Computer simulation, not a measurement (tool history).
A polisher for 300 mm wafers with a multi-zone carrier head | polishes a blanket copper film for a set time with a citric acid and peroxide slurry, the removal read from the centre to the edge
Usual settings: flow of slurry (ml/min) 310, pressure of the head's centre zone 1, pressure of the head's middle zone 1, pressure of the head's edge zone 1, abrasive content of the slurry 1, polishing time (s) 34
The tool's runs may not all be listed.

run,hour,flow of slurry (ml/min),pressure of the head's centre zone,pressure of the head's middle zone,pressure of the head's edge zone,abrasive content of the slurry,polishing time (s),"incoming thickness of the incoming film, nm",film removed at the wafer's centre (nm),film removed at mid-radius (nm),film removed at the wafer's edge (nm)
1,0,310,1,1,1,1,34,540.4,53.8,53.8,54
# hour 5.9: carrier head's membrane replaced by a new one
2,10.8,310,1,1,1,1,34,541.5,54,53.6,53.7
# hour 22.4: worn pad replaced by a new one
3,22.7,310,1,1,1,1,34,532.5,54.5,53.4,54.3
4,30.5,310,1,0.9,1,1,34,541.9,55,49.7,52.6
5,44.1,310,1,1.07,1,1.2,34,543.6,55.9,58.9,54
6,51,310,1,1,1,0.85,46,540.9,69.6,69.3,69.5
7,67.8,265,1,1.04,1,1,25,543.6,38.6,39.8,38.1
8,83.2,310,1,1,1,1,30,546.6,47.6,47.9,47.4
9,99.9,310,1,1,1,1,34,541.1,53.9,53,53.5
# hour 108.8: slurry nozzle cleaned
# hour 125.4: worn pad replaced by a new one
10,129.5,355,1,1,1,1.25,38,541.8,67.1,65.5,63.3
11,138.5,310,1,1,1,1,34,542.1,56.4,55.8,53.2
12,146.1,310,1,1.06,1,1.15,42,535.8,71.7,75.1,68.9
13,161.7,310,1,0.93,1.11,1,34,540.9,56.3,52,57.2
# hour 177.3: edge zone pressure recalibrated
14,178.3,310,1,1,1,1.15,34,537.3,58.2,57.4,56
15,187.1,310,1,1,1,1,34,545.5,56.3,55.9,56.4
16,197.2,350,1,1,1,1,34,539.2,56.9,55.8,55.7
17,206.5,205,1,1.05,1,0.9,42,543.1,65.6,67.4,64.8
18,221.2,310,1,1,0.89,1,34,535.9,56,55.7,52.4
# hour 230: worn pad replaced by a new one
19,239.1,310,1,1.07,1,1,34,543.9,55.6,58.1,53.8
20,252,310,1,1,1,1,24,545,39.4,38.7,39.5
21,258.1,310,1,1.07,1,1,34,539.3,56.9,59.2,53.1
22,275.7,310,1,0.95,1,1,34,533.7,56.4,52.8,54.2

4 ways to go on from here, each from the tool as it stands after run 22. What would each give?
A,276.1,395,1,1,1,1,34,542.3,?,?,?
B,276.1,310,1,1,1,1.2,38,542.3,?,?,?
C,276.1,200,1,1,0.97,1.25,28,542.3,?,?,?
D,276.1,310,1,1.05,1,1,34,542.3,?,?,?

run,film removed at the wafer's centre (nm),film removed at mid-radius (nm),film removed at the wafer's edge (nm)
A,56.3,56.4,54.5
B,64.4,64.6,62.7
C,46,46.4,44.7
D,55.2,57.8,53.7
Without the tool's hidden state the same runs would have given:
run,film removed at the wafer's centre (nm),film removed at mid-radius (nm),film removed at the wafer's edge (nm)
A,56.4,56.5,54.5
B,64.6,64.8,62.8
C,46.2,46.5,44.8
D,55.4,57.9,53.8
